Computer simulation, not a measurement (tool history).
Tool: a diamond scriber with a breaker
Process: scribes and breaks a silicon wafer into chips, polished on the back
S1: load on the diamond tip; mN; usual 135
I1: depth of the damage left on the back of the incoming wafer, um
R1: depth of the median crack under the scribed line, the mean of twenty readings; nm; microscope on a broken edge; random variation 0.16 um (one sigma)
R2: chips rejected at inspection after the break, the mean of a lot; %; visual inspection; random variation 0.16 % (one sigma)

run    hour   S1    I1     R1     R2
  1       0  135  0.05   9040   3.85
  2    93.7  135  0.03   8890    5.7
  3   198.4  135  0.03   8590   8.52
  4   245.6  135  0.05   8420  11.77
      248.9  -- diamond tip replaced by a new one
  5   323.8  109  0.04   7740  23.11
  6   553.8  148  0.03   9800   2.81
  7   617.6  151  0.03   9580   2.73
  8   658.3  151  0.04   9350   3.16
      691.9  -- load on the tip recalibrated
  9   744.9  135  0.02   9640   2.79
 10     821  135  0.03   9480   3.08
 11   878.5  135  0.03   9360   3.98
 12   958.4  146  0.04   9630   2.33
 13  1002.2  104  0.01   6660   36.9
 14    1062  155  0.04   9920   2.24
     1131.4  -- diamond tip replaced by a new one
 15  1133.2  110  0.05   7740  19.27
 16  1174.4  135  0.04   9600   2.93
 17  1222.3  103  0.02   7150  31.45
 18  1326.5  163  0.03  10990    4.1
     1374.5  -- load on the tip recalibrated
 19  1384.7  146  0.05  10710   2.94
 20  1456.2   98  0.02   7200  29.43

Hidden state or all else? Some run-to-run changes of R1, split into what the settings, what came in and random variation would give without the hidden state, and what is left for the hidden state (with any gauge scatter that isn't in both results):
The hidden state here: share of the diamond tip's cutting effectiveness lost through wear, %; deviation of the load on the tip from its setpoint, %.
Run 4 -> 5: S1 135 -> 109, diamond tip replaced by a new one. R1 -680 nm: hidden state +1310, all else -1990.
Run 8 -> 9: S1 151 -> 135, load on the tip recalibrated. R1 +290 nm: hidden state +1310, all else -1020.
Run 17 -> 18: S1 103 -> 163. R1 +3840 nm: hidden state -630, all else +4470.
Run 19 -> 20: S1 146 -> 98. R1 -3510 nm: hidden state -50, all else -3460.
